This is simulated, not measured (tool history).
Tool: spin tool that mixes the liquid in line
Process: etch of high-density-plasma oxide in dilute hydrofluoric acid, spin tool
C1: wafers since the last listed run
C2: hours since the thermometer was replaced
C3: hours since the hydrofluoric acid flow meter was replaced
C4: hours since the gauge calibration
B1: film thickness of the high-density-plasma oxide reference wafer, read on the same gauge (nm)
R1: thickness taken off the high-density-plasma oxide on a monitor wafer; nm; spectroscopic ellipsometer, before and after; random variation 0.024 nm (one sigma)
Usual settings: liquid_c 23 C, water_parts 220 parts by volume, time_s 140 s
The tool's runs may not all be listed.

{"run": 1, "hour": 0.0, "liquid_c": 23, "water_parts": 220, "time_s": 140, "C1": 0, "C2": 2723.1, "C3": 2611.8, "C4": 152.7, "B1": 59.993, "R1": 4.154}
{"run": 2, "hour": 6.0, "liquid_c": 23, "water_parts": 220, "time_s": 140, "C1": 62, "C2": 2729.1, "C3": 2617.8, "C4": 158.7, "B1": 59.938, "R1": 4.154}
{"run": 3, "hour": 20.0, "liquid_c": 23, "water_parts": 220, "time_s": 140, "C1": 145, "C2": 2743.1, "C3": 2631.8, "C4": 172.7, "B1": 59.994, "R1": 4.088}
{"run": 4, "hour": 36.7, "liquid_c": 23, "water_parts": 220, "time_s": 140, "C1": 174, "C2": 2759.8, "C3": 2648.5, "C4": 189.4, "B1": 59.998, "R1": 4.111}
{"run": 5, "hour": 50.7, "liquid_c": 23, "water_parts": 220, "time_s": 140, "C1": 145, "C2": 2773.8, "C3": 2662.5, "C4": 203.4, "B1": 59.953, "R1": 4.093}
{"run": 6, "hour": 60.1, "liquid_c": 23, "water_parts": 220, "time_s": 140, "C1": 97, "C2": 2783.2, "C3": 2671.9, "C4": 212.8, "B1": 59.971, "R1": 4.13}
{"run": 7, "hour": 69.2, "liquid_c": 23, "water_parts": 265, "time_s": 140, "C1": 94, "C2": 2792.3, "C3": 2681, "C4": 221.9, "B1": 60.014, "R1": 3.234}
{"run": 8, "hour": 84.4, "liquid_c": 23, "water_parts": 220, "time_s": 140, "C1": 158, "C2": 2807.5, "C3": 2696.2, "C4": 237.1, "B1": 60.017, "R1": 4.103}
{"run": 9, "hour": 102.3, "liquid_c": 23, "water_parts": 220, "time_s": 140, "C1": 186, "C2": 2825.4, "C3": 2714.1, "C4": 255, "B1": 60.005, "R1": 4.112}
{"hour": 112.6, "done": "hydrofluoric acid flow meter replaced"}
{"run": 10, "hour": 117.7, "liquid_c": 23, "water_parts": 220, "time_s": 140, "C1": 150, "C2": 2840.8, "C3": 5.1, "C4": 270.4, "B1": 60.025, "R1": 4.852}
{"run": 11, "hour": 124.8, "liquid_c": 23, "water_parts": 220, "time_s": 140, "C1": 74, "C2": 2847.9, "C3": 12.2, "C4": 277.5, "B1": 60.037, "R1": 4.836}
{"run": 12, "hour": 137.4, "liquid_c": 23, "water_parts": 220, "time_s": 140, "C1": 131, "C2": 2860.5, "C3": 24.8, "C4": 290.1, "B1": 60.011, "R1": 4.841}
{"run": 13, "hour": 146.3, "liquid_c": 23, "water_parts": 220, "time_s": 140, "C1": 92, "C2": 2869.4, "C3": 33.7, "C4": 299, "B1": 59.962, "R1": 4.825}
{"run": 14, "hour": 160.0, "liquid_c": 23, "water_parts": 270, "time_s": 140, "C1": 142, "C2": 2883.1, "C3": 47.4, "C4": 312.7, "B1": 60.007, "R1": 3.721}
{"run": 15, "hour": 171.9, "liquid_c": 21.5, "water_parts": 250, "time_s": 220, "C1": 124, "C2": 2895, "C3": 59.3, "C4": 324.6, "B1": 60.023, "R1": 6.103}
{"run": 16, "hour": 179.5, "liquid_c": 23, "water_parts": 220, "time_s": 140, "C1": 79, "C2": 2902.6, "C3": 66.9, "C4": 332.2, "B1": 60.004, "R1": 4.824}
{"run": 17, "hour": 209.1, "liquid_c": 23, "water_parts": 220, "time_s": 140, "C1": 308, "C2": 2932.2, "C3": 96.5, "C4": 361.8, "B1": 59.996, "R1": 4.783}
{"hour": 217.0, "done": "thermometer replaced"}
{"hour": 225.9, "done": "gauge calibrated"}
{"run": 18, "hour": 252.1, "liquid_c": 27, "water_parts": 220, "time_s": 185, "C1": 437, "C2": 35.1, "C3": 139.5, "C4": 26.2, "B1": 59.96, "R1": 7.294}
{"run": 19, "hour": 261.4, "liquid_c": 23, "water_parts": 125, "time_s": 95, "C1": 96, "C2": 44.4, "C3": 148.8, "C4": 35.5, "B1": 60.01, "R1": 6.399}
{"run": 20, "hour": 271.0, "liquid_c": 24.5, "water_parts": 270, "time_s": 215, "C1": 100, "C2": 54, "C3": 158.4, "C4": 45.1, "B1": 59.992, "R1": 6.005}
{"run": 21, "hour": 281.5, "liquid_c": 18.5, "water_parts": 175, "time_s": 140, "C1": 109, "C2": 64.5, "C3": 168.9, "C4": 55.6, "B1": 60.009, "R1": 5.296}
{"run": 22, "hour": 295.4, "liquid_c": 25, "water_parts": 220, "time_s": 140, "C1": 144, "C2": 78.4, "C3": 182.8, "C4": 69.5, "B1": 60.021, "R1": 5.117}
{"run": 23, "hour": 308.4, "liquid_c": 23, "water_parts": 220, "time_s": 140, "C1": 135, "C2": 91.4, "C3": 195.8, "C4": 82.5, "B1": 60.037, "R1": 4.779}
{"run": 24, "hour": 318.8, "liquid_c": 23, "water_parts": 220, "time_s": 75, "C1": 108, "C2": 101.8, "C3": 206.2, "C4": 92.9, "B1": 59.99, "R1": 2.548}
{"run": 25, "hour": 336.2, "liquid_c": 23, "water_parts": 220, "time_s": 140, "C1": 181, "C2": 119.2, "C3": 223.6, "C4": 110.3, "B1": 60.015, "R1": 4.74}
{"run": 26, "hour": 348.9, "liquid_c": 19, "water_parts": 220, "time_s": 115, "C1": 132, "C2": 131.9, "C3": 236.3, "C4": 123, "B1": 59.976, "R1": 3.368}
{"run": 27, "hour": 362.0, "liquid_c": 23, "water_parts": 220, "time_s": 140, "C1": 136, "C2": 145, "C3": 249.4, "C4": 136.1, "B1": 59.974, "R1": 4.758}
{"run": 28, "hour": 377.5, "liquid_c": 20, "water_parts": 220, "time_s": 140, "C1": 161, "C2": 160.5, "C3": 264.9, "C4": 151.6, "B1": 60.011, "R1": 4.217}
{"run": 29, "hour": 389.2, "liquid_c": 21.5, "water_parts": 255, "time_s": 220, "C1": 121, "C2": 172.2, "C3": 276.6, "C4": 163.3, "B1": 59.99, "R1": 5.921}
{"run": 30, "hour": 401.0, "liquid_c": 23, "water_parts": 250, "time_s": 65, "C1": 122, "C2": 184, "C3": 288.4, "C4": 175.1, "B1": 59.98, "R1": 1.889}
{"run": 31, "hour": 410.0, "liquid_c": 27.5, "water_parts": 275, "time_s": 195, "C1": 93, "C2": 193, "C3": 297.4, "C4": 184.1, "B1": 59.982, "R1": 5.827}

Forecast each of these 5 alternatives for the next run:
{"run": "A", "hour": 410.5, "liquid_c": 23, "water_parts": 295, "time_s": 140, "C1": 5, "C2": 193.5, "C3": 297.9, "C4": 184.6, "B1": "?", "R1": "?"}
{"run": "B", "hour": 410.5, "liquid_c": 21.5, "water_parts": 330, "time_s": 210, "C1": 5, "C2": 193.5, "C3": 297.9, "C4": 184.6, "B1": "?", "R1": "?"}
{"run": "C", "hour": 410.5, "liquid_c": 23, "water_parts": 185, "time_s": 140, "C1": 5, "C2": 193.5, "C3": 297.9, "C4": 184.6, "B1": "?", "R1": "?"}
{"run": "D", "hour": 410.5, "liquid_c": 25.5, "water_parts": 220, "time_s": 140, "C1": 5, "C2": 193.5, "C3": 297.9, "C4": 184.6, "B1": "?", "R1": "?"}
{"run": "E", "hour": 410.5, "liquid_c": 27.5, "water_parts": 155, "time_s": 140, "C1": 5, "C2": 193.5, "C3": 297.9, "C4": 184.6, "B1": "?", "R1": "?"}

run=A B1=60.011 R1=3.25
run=B B1=60.011 R1=4
run=C B1=60.011 R1=5.806
run=D B1=60.011 R1=5.148
run=E B1=60.011 R1=8.482
Without the tool's hidden state the same runs would have given:
run=A R1=3.379
run=B R1=4.16
run=C R1=6.021
run=D R1=5.345
run=E R1=8.794

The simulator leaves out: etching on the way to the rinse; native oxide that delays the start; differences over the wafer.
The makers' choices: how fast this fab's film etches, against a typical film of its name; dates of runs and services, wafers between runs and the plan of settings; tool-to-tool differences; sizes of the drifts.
